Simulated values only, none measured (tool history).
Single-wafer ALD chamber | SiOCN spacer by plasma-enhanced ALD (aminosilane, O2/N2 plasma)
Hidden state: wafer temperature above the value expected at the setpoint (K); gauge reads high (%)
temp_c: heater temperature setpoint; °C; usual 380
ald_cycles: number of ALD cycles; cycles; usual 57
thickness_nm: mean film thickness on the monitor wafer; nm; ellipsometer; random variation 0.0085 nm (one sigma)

| run | day | temp_c | ald_cycles | wafers since the last listed run | hours since the last thermocouple change | hours since the gauge calibration | read-back reference wafer on the same gauge, thickness_nm | thickness_nm |
|---|---|---|---|---|---|---|---|---|
| 1 | 0 | 376 | 57 | 0 | 1156.8 | 670.5 | 3.421 | 3.37 |
| 2 | 2.921 | 376 | 57 | 215 | 1226.9 | 740.6 | 3.411 | 3.346 |
| 3 | 4.646 | 380 | 57 | 127 | 1268.3 | 782 | 3.406 | 3.347 |
|  | 5.35 | gauge calibrated |
| 4 | 5.683 | 380 | 57 | 76 | 1293.2 | 8 | 3.468 | 3.419 |
| 5 | 7.15 | 380 | 57 | 108 | 1328.4 | 43.2 | 3.468 | 3.422 |
| 6 | 10.108 | 380 | 57 | 218 | 1399.4 | 114.2 | 3.467 | 3.406 |
| 7 | 13.067 | 380 | 57 | 218 | 1470.4 | 185.2 | 3.464 | 3.39 |
| 8 | 14.217 | 380 | 57 | 84 | 1498 | 212.8 | 3.464 | 3.397 |
| 9 | 16.225 | 380 | 57 | 148 | 1546.2 | 261 | 3.463 | 3.402 |
| 10 | 17.967 | 380 | 57 | 128 | 1588 | 302.8 | 3.46 | 3.397 |
| 11 | 20.746 | 380 | 57 | 204 | 1654.7 | 369.5 | 3.453 | 3.395 |
| 12 | 23.525 | 380 | 57 | 204 | 1721.4 | 436.2 | 3.448 | 3.402 |
| 13 | 26.483 | 380 | 57 | 218 | 1792.4 | 507.2 | 3.443 | 3.388 |
| 14 | 28.033 | 384 | 57 | 114 | 1829.6 | 544.4 | 3.44 | 3.389 |
| 15 | 29.138 | 380 | 57 | 81 | 1856.1 | 570.9 | 3.437 | 3.384 |
| 16 | 30.538 | 380 | 57 | 103 | 1889.7 | 604.5 | 3.432 | 3.387 |
| 17 | 32.062 | 380 | 57 | 112 | 1926.3 | 641.1 | 3.43 | 3.357 |
| 18 | 34.721 | 389 | 57 | 195 | 1990.1 | 704.9 | 3.42 | 3.39 |
| 19 | 36.879 | 380 | 57 | 159 | 2041.9 | 756.7 | 3.415 | 3.365 |
| 20 | 38.3 | 380 | 54 | 104 | 2076 | 790.8 | 3.411 | 3.181 |
| 21 | 40.354 | 380 | 57 | 151 | 2125.3 | 840.1 | 3.401 | 3.351 |
| 22 | 41.8 | 380 | 57 | 106 | 2160 | 874.8 | 3.397 | 3.338 |
| 23 | 44.433 | 391 | 51 | 194 | 2223.2 | 938 | 3.385 | 2.978 |
|  | 45.121 | gauge calibrated |
| 24 | 47.321 | 366 | 52 | 212 | 2292.5 | 52.8 | 3.467 | 3.123 |
|  | 47.767 | thermocouple changed; heater temperature recalibrated |
| 25 | 49.179 | 375 | 62 | 112 | 33.9 | 97.4 | 3.467 | 3.723 |
| 26 | 51.688 | 371 | 54 | 184 | 94.1 | 157.6 | 3.462 | 3.222 |
| 27 | 54.654 | 380 | 57 | 218 | 165.3 | 228.8 | 3.461 | 3.399 |
| 28 | 56.104 | 380 | 57 | 106 | 200.1 | 263.6 | 3.461 | 3.406 |
| 29 | 58.258 | 366 | 57 | 158 | 251.8 | 315.3 | 3.458 | 3.405 |
| 30 | 59.483 | 376 | 67 | 90 | 281.2 | 344.7 | 3.455 | 3.987 |
| 31 | 61.408 | 380 | 57 | 141 | 327.4 | 390.9 | 3.452 | 3.412 |
| 32 | 62.85 | 380 | 57 | 106 | 362 | 425.5 | 3.45 | 3.4 |
| 33 | 65.321 | 372 | 54 | 182 | 421.3 | 484.8 | 3.447 | 3.212 |
| 34 | 66.958 | 386 | 57 | 120 | 460.6 | 524.1 | 3.442 | 3.389 |
| 35 | 68.175 | 389 | 62 | 89 | 489.8 | 553.3 | 3.438 | 3.679 |
| 36 | 70.225 | 380 | 57 | 151 | 539 | 602.5 | 3.433 | 3.388 |
| 37 | 71.929 | 369 | 62 | 125 | 579.9 | 643.4 | 3.428 | 3.673 |
| 38 | 72.942 | 380 | 62 | 74 | 604.2 | 667.7 | 3.425 | 3.671 |
| 39 | 75.058 | 380 | 57 | 155 | 655 | 718.5 | 3.419 | 3.358 |
| 40 | 76.829 | 373 | 50 | 130 | 697.5 | 761 | 3.411 | 2.958 |

3 ways to go on from here, each from the tool as it stands after run 40. What would each give?
| A | 76.85 | 380 | 57 | 1 | 698 | 761.5 | ? | ? |
| B | 76.85 | 367 | 47 | 1 | 698 | 761.5 | ? | ? |
| C | 76.85 | 376 | 51 | 1 | 698 | 761.5 | ? | ? |

| run | read-back reference wafer on the same gauge, thickness_nm | thickness_nm |
|---|---|---|
| A | 3.412 | 3.358 |
| B | 3.412 | 2.769 |
| C | 3.412 | 3.005 |
Without the tool's hidden state the same runs would have given:
| run | thickness_nm |
|---|---|
| A | 3.416 |
| B | 2.816 |
| C | 3.056 |
